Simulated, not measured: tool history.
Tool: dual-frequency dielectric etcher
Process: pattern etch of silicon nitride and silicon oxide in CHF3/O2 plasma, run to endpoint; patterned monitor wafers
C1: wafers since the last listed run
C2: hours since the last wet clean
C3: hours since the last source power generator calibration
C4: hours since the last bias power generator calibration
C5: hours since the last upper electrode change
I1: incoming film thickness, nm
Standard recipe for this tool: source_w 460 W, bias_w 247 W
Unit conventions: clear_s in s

Run 1, hour 0: usual settings; C1 0; C2 197; C3 3396.9; C4 586; C5 2849.8; I1 211. Result: clear_s 142.1 s.
Run 2, hour 36.8: usual settings; C1 311; C2 233.8; C3 3433.7; C4 622.8; C5 2886.6; I1 210.1. Result: clear_s 141 s.
Run 3, hour 101: usual settings but bias_w 207 W; C1 543; C2 298; C3 3497.9; C4 687; C5 2950.8; I1 213.3. Result: clear_s 151.5 s.
Run 4, hour 140.2: usual settings but bias_w 207 W; C1 331; C2 337.2; C3 3537.1; C4 726.2; C5 2990; I1 212. Result: clear_s 150.6 s.
Run 5, hour 219: usual settings; C1 666; C2 416; C3 3615.9; C4 805; C5 3068.8; I1 213.1. Result: clear_s 143.5 s.
Run 6, hour 306.5: usual settings; C1 740; C2 503.5; C3 3703.4; C4 892.5; C5 3156.3; I1 209.7. Result: clear_s 139.9 s.
At hour 348.2: wet clean of the chamber.
Run 7, hour 397.8: usual settings; C1 569; C2 49.6; C3 3794.7; C4 983.8; C5 3247.6; I1 212.1. Result: clear_s 142.2 s.
Run 8, hour 498: usual settings; C1 847; C2 149.8; C3 3894.9; C4 1084; C5 3347.8; I1 209.7. Result: clear_s 141 s.
Run 9, hour 561.3: usual settings; C1 535; C2 213.1; C3 3958.2; C4 1147.3; C5 3411.1; I1 211.8. Result: clear_s 142 s.
Run 10, hour 623.4: usual settings; C1 525; C2 275.2; C3 4020.3; C4 1209.4; C5 3473.2; I1 209.2. Result: clear_s 140.4 s.
Run 11, hour 673.9: usual settings; C1 427; C2 325.7; C3 4070.8; C4 1259.9; C5 3523.7; I1 210.9. Result: clear_s 141.4 s.
Run 12, hour 727.7: usual settings; C1 455; C2 379.5; C3 4124.6; C4 1313.7; C5 3577.5; I1 211.3. Result: clear_s 141.8 s.
Run 13, hour 827.2: usual settings; C1 841; C2 479; C3 4224.1; C4 1413.2; C5 3677; I1 209.6. Result: clear_s 141.1 s.
Run 14, hour 934.7: usual settings; C1 909; C2 586.5; C3 4331.6; C4 1520.7; C5 3784.5; I1 213.9. Result: clear_s 142.9 s.
At hour 971.5: wet clean of the chamber.
At hour 1003.9: source power generator calibrated.
Run 15, hour 1016.8: usual settings; C1 457; C2 45.3; C3 12.9; C4 1602.8; C5 3866.6; I1 212.7. Result: clear_s 141 s.
Run 16, hour 1091.7: usual settings; C1 633; C2 120.2; C3 87.8; C4 1677.7; C5 3941.5; I1 210.9. Result: clear_s 139.4 s.
Run 17, hour 1180.5: usual settings but source_w 410 W, bias_w 302 W; C1 751; C2 209; C3 176.6; C4 1766.5; C5 4030.3; I1 211.6. Result: clear_s 135.7 s.
Run 18, hour 1237.3: usual settings; C1 480; C2 265.8; C3 233.4; C4 1823.3; C5 4087.1; I1 211.6. Result: clear_s 139.8 s.
Run 19, hour 1543.2: usual settings but bias_w 207 W; C1 2587; C2 571.7; C3 539.3; C4 2129.2; C5 4393; I1 210.2. Result: clear_s 148.2 s.
At hour 1601.8: wet clean of the chamber.
Run 20, hour 1602.3: usual settings; C1 296; C2 0.5; C3 598.4; C4 2188.3; C5 4452.1; I1 213.2. Result: clear_s 141.4 s.
At hour 1671.6: bias power generator calibrated.
Run 21, hour 1672.1: usual settings but source_w 430 W, bias_w 196 W; C1 556; C2 70.3; C3 668.2; C4 0.5; C5 4521.9; I1 211.9. Result: clear_s 156.7 s.
Run 22, hour 1775.7: usual settings but source_w 400 W, bias_w 303 W; C1 876; C2 173.9; C3 771.8; C4 104.1; C5 4625.5; I1 209.9. Result: clear_s 136.7 s.
At hour 1845.2: upper electrode replaced, of another model than before.
Run 23, hour 1865.3: usual settings but source_w 380 W, bias_w 298 W; C1 554; C2 263.5; C3 861.4; C4 193.7; C5 20.1; I1 210.4. Result: clear_s 145.7 s.
Run 24, hour 1936.6: usual settings; C1 603; C2 334.8; C3 932.7; C4 265; C5 91.4; I1 212.8. Result: clear_s 143.8 s.
Run 25, hour 2001.6: usual settings but source_w 380 W, bias_w 215 W; C1 549; C2 399.8; C3 997.7; C4 330; C5 156.4; I1 213. Result: clear_s 175.5 s.
Run 26, hour 2038.6: usual settings but source_w 350 W, bias_w 276 W; C1 313; C2 436.8; C3 1034.7; C4 367; C5 193.4; I1 211.6. Result: clear_s 161.3 s.
Run 27, hour 2078.6: usual settings but source_w 560 W, bias_w 191 W; C1 338; C2 476.8; C3 1074.7; C4 407; C5 233.4; I1 211.3. Result: clear_s 143.6 s.
Run 28, hour 2118.7: usual settings but source_w 510 W, bias_w 201 W; C1 339; C2 516.9; C3 1114.8; C4 447.1; C5 273.5; I1 212. Result: clear_s 148.8 s.
Run 29, hour 2207.9: usual settings but source_w 510 W, bias_w 224 W; C1 754; C2 606.1; C3 1204; C4 536.3; C5 362.7; I1 213.7. Result: clear_s 142.6 s.
Run 30, hour 2265.9: usual settings but source_w 570 W, bias_w 291 W; C1 490; C2 664.1; C3 1262; C4 594.3; C5 420.7; I1 212. Result: clear_s 117.7 s.
At hour 2291.1: wet clean of the chamber.
Run 31, hour 2372.3: usual settings but source_w 380 W, bias_w 221 W; C1 697; C2 81.2; C3 1368.4; C4 700.7; C5 527.1; I1 209.3. Result: clear_s 169.8 s.
Run 32, hour 2432.6: usual settings; C1 510; C2 141.5; C3 1428.7; C4 761; C5 587.4; I1 214. Result: clear_s 145.3 s.
Run 33, hour 2481.1: usual settings; C1 410; C2 190; C3 1477.2; C4 809.5; C5 635.9; I1 209.6. Result: clear_s 142.2 s.

For each run, what was the tool's unlogged condition?
etch rate over this chamber's usual, %: 0 at every run
bias power that arrives over what is set, %: 0 at every run
H1: source power that arrives over what is set, %
run      H1
  1   -4.63
  2   -4.64
  3   -4.66
  4   -4.67
  5   -4.69
  6   -4.71
  7   -4.73
  8   -4.76
  9   -4.77
 10   -4.78
 11   -4.79
 12    -4.8
 13   -4.82
 14   -4.83
 15  -0.779
 16   -1.07
 17   -1.39
 18   -1.58
 19   -2.49
 20   -2.65
 21   -2.82
 22   -3.06
 23   -3.25
 24   -3.39
 25   -3.52
 26   -3.59
 27   -3.66
 28   -3.73
 29   -3.88
 30   -3.97
 31   -4.12
 32   -4.21
 33   -4.27
